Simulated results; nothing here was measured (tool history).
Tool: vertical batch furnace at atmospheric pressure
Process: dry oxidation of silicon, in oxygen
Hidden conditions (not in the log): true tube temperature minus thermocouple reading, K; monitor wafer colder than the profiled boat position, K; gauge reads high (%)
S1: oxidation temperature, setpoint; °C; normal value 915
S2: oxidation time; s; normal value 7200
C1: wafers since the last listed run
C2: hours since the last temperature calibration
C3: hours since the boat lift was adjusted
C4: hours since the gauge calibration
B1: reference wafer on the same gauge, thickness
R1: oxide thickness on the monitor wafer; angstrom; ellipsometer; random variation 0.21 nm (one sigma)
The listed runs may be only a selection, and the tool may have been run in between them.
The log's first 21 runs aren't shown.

run    hour   S1     S2    C1      C2      C3      C4     B1     R1
 22  1882.7  915   8640   888   270.3  3294.9   647.4  39.40  416.9
 23  1937.2  928   7200   518   324.8  3349.4   701.9  39.36  417.8
 24  1999.1  915  10530   588   386.7  3411.3   763.8  39.39  480.3
     2041.3  -- boat lift adjusted
 25  2244.6  934   8490  2107   632.2   203.3  1009.3  39.31  507.8
 26  2302.9  931   5190   554   690.5   261.6  1067.6  39.35  349.8
 27  2390.0  898   5790   828   777.6   348.7  1154.7  39.25  272.2
 28  2483.2  937   4260   886   870.8   441.9  1247.9  39.31  323.7
 29  2549.9  897   7200   634   937.5   508.6  1314.6  39.26  311.6
 30  2612.1  915   7200   591   999.7   570.8  1376.8  39.29  373.5
 31  2702.6  906  10590   861  1090.2   661.3  1467.3  39.31  442.1
 32  2801.0  931   5220   936  1188.6   759.7  1565.7  39.25  351.2
 33  2838.6  915   7200   357  1226.2   797.3  1603.3  39.28  378.0
 34  2933.9  915   7200   906  1321.5   892.6  1698.6  39.26  377.3
 35  3030.7  915   8100   921  1418.3   989.4  1795.4  39.22  409.7
 36  3076.9  935  10350   439  1464.5  1035.6  1841.6  39.38  610.1
 37  3138.1  915   7200   582  1525.7  1096.8  1902.8  39.23  373.8
 38  3231.4  915   7200   887  1619.0  1190.1  1996.1  39.25  378.8

Consider 5 possible next runs. They are alternatives, not a sequence: every one starts from the tool as it was left by run 38. What does each give?
  A  3237.6  915  5370  58  1625.2  1196.3  2002.3   ?   ?
  B  3237.6  898  5220  58  1625.2  1196.3  2002.3   ?   ?
  C  3237.6  915  3600  58  1625.2  1196.3  2002.3   ?   ?
  D  3237.6  900  8160  58  1625.2  1196.3  2002.3   ?   ?
  E  3237.6  923  9300  58  1625.2  1196.3  2002.3   ?   ?

run     B1     R1
  A  39.24  307.6
  B  39.24  254.4
  C  39.24  235.8
  D  39.24  350.5
  E  39.24  491.0
Take away the tool's hidden state, keep each run's random variation, and the runs would have read:
run     R1
  A  293.9
  B  242.9
  C  225.6
  D  334.0
  E  467.4
